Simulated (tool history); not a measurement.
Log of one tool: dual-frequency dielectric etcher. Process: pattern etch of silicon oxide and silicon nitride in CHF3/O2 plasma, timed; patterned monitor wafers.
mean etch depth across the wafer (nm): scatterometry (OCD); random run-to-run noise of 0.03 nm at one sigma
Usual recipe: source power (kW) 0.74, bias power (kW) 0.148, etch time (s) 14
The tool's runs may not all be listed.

| run | day | source power (kW) | bias power (kW) | etch time (s) | read-back reference wafer on the same gauge, depth_nm | mean etch depth across the wafer (nm) |
|---|---|---|---|---|---|---|
| 1 | 0 | 0.74 | 0.148 | 14 | 20.91 | 19.9 |
| 2 | 1.567 | 0.74 | 0.148 | 14 | 20.89 | 19.9 |
| 3 | 4.233 | 0.74 | 0.148 | 14 | 20.89 | 19.89 |
|  | 7.725 | wet clean of the chamber |
| 4 | 7.746 | 0.74 | 0.148 | 14 | 20.91 | 19.48 |
| 5 | 9.646 | 0.74 | 0.148 | 14 | 20.9 | 19.47 |
| 6 | 12.162 | 0.74 | 0.148 | 14 | 20.9 | 19.56 |
| 7 | 18.429 | 0.84 | 0.148 | 12 | 20.9 | 17.78 |
| 8 | 20.471 | 0.74 | 0.161 | 13 | 20.9 | 18.59 |
| 9 | 23.054 | 0.74 | 0.161 | 13 | 20.89 | 18.61 |
|  | 24.483 | source power generator calibrated |
|  | 27.579 | bias power generator calibrated |
|  | 28.192 | upper electrode replaced |
| 10 | 28.212 | 0.74 | 0.161 | 13 | 20.91 | 19.05 |
| 11 | 28.879 | 0.63 | 0.165 | 12.5 | 20.9 | 17.1 |
|  | 30.608 | gauge calibrated |
| 12 | 30.808 | 0.87 | 0.148 | 14 | 20.89 | 21.65 |
| 13 | 32.2 | 0.64 | 0.179 | 17.5 | 20.9 | 24.71 |
| 14 | 33.821 | 0.74 | 0.148 | 14 | 20.91 | 20.21 |
|  | 36.558 | wet clean of the chamber |
| 15 | 36.579 | 0.74 | 0.12 | 14 | 20.89 | 18.88 |
| 16 | 38.571 | 0.91 | 0.13 | 11.5 | 20.92 | 17.39 |
| 17 | 39.867 | 0.87 | 0.148 | 14 | 20.9 | 21.43 |
| 18 | 41.754 | 0.81 | 0.176 | 15 | 20.9 | 23.25 |
| 19 | 44.654 | 0.56 | 0.121 | 14 | 20.9 | 16.73 |

Expected results for the next run?
| 20 | 46.133 | 0.6 | 0.132 | 17.5 | ? | ? |

read-back reference wafer on the same gauge, depth_nm: 20.89
mean etch depth across the wafer (nm): 22.08
Without the tool's hidden state the same run would have given mean etch depth across the wafer (nm) 21.94.
